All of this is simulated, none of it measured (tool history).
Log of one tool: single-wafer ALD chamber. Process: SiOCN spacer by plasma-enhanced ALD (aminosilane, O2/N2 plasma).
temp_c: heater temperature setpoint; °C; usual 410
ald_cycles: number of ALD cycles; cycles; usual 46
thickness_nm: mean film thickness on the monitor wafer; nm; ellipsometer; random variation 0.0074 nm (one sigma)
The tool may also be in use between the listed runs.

run,hour,temp_c,ald_cycles,wafers since the last listed run,hours since the last thermocouple change,hours since the gauge calibration,"read-back reference wafer on the same gauge, thickness_nm",thickness_nm
1,0,410,46,0,1225.5,224.9,3.387,2.961
2,28.3,410,46,187,1253.8,253.2,3.389,2.962
3,44.4,410,46,106,1269.9,269.3,3.392,2.966
4,62.5,410,46,120,1288,287.4,3.39,2.96
5,76.8,418,46,94,1302.3,301.7,3.391,2.89
6,93.8,418,46,112,1319.3,318.7,3.389,2.888
7,113.9,410,46,133,1339.4,338.8,3.387,2.964
8,146.7,410,46,217,1372.2,371.6,3.393,2.972
9,199.7,410,46,351,1425.2,424.6,3.386,2.978
10,234.7,410,46,232,1460.2,459.6,3.388,2.968
11,258.2,410,46,155,1483.7,483.1,3.392,2.957
12,282.6,410,46,161,1508.1,507.5,3.389,2.962
# hour 287: gauge calibrated
13,296.5,400,49,92,1522,9.5,3.394,3.266
14,323.6,400,49,179,1549.1,36.6,3.388,3.262
15,336.9,410,50,88,1562.4,49.9,3.391,3.224
16,351.4,423,53,96,1576.9,64.4,3.394,3.259
17,364.4,405,50,86,1589.9,77.4,3.387,3.3
18,390.3,405,46,171,1615.8,103.3,3.391,3.014
19,412.9,410,53,149,1638.4,125.9,3.395,3.408
# hour 429.2: thermocouple changed; heater temperature recalibrated
20,431.4,410,41,69,2.2,144.4,3.389,2.651
21,452.1,410,43,137,22.9,165.1,3.386,2.774
22,471.4,410,46,128,42.2,184.4,3.393,2.973
23,488.5,423,52,113,59.3,201.5,3.385,3.213
24,522.3,410,46,224,93.1,235.3,3.39,2.967
25,546.4,410,37,159,117.2,259.4,3.388,2.39
26,564.2,410,38,118,135,277.2,3.394,2.446
27,581,410,37,111,151.8,294,3.389,2.386
28,597.7,414,55,110,168.5,310.7,3.386,3.506
29,609.7,404,41,79,180.5,322.7,3.387,2.714

Forecast each of these 5 alternatives for the next run:
A,610.2,414,46,3,181,323.2,?,?
B,610.2,414,38,3,181,323.2,?,?
C,610.2,405,53,3,181,323.2,?,?
D,610.2,417,46,3,181,323.2,?,?
E,610.2,398,52,3,181,323.2,?,?

run,"read-back reference wafer on the same gauge, thickness_nm",thickness_nm
A,3.393,2.922
B,3.393,2.413
C,3.393,3.474
D,3.393,2.89
E,3.393,3.453
Without the tool's hidden state the same runs would have given:
run,thickness_nm
A,2.922
B,2.413
C,3.474
D,2.89
E,3.453
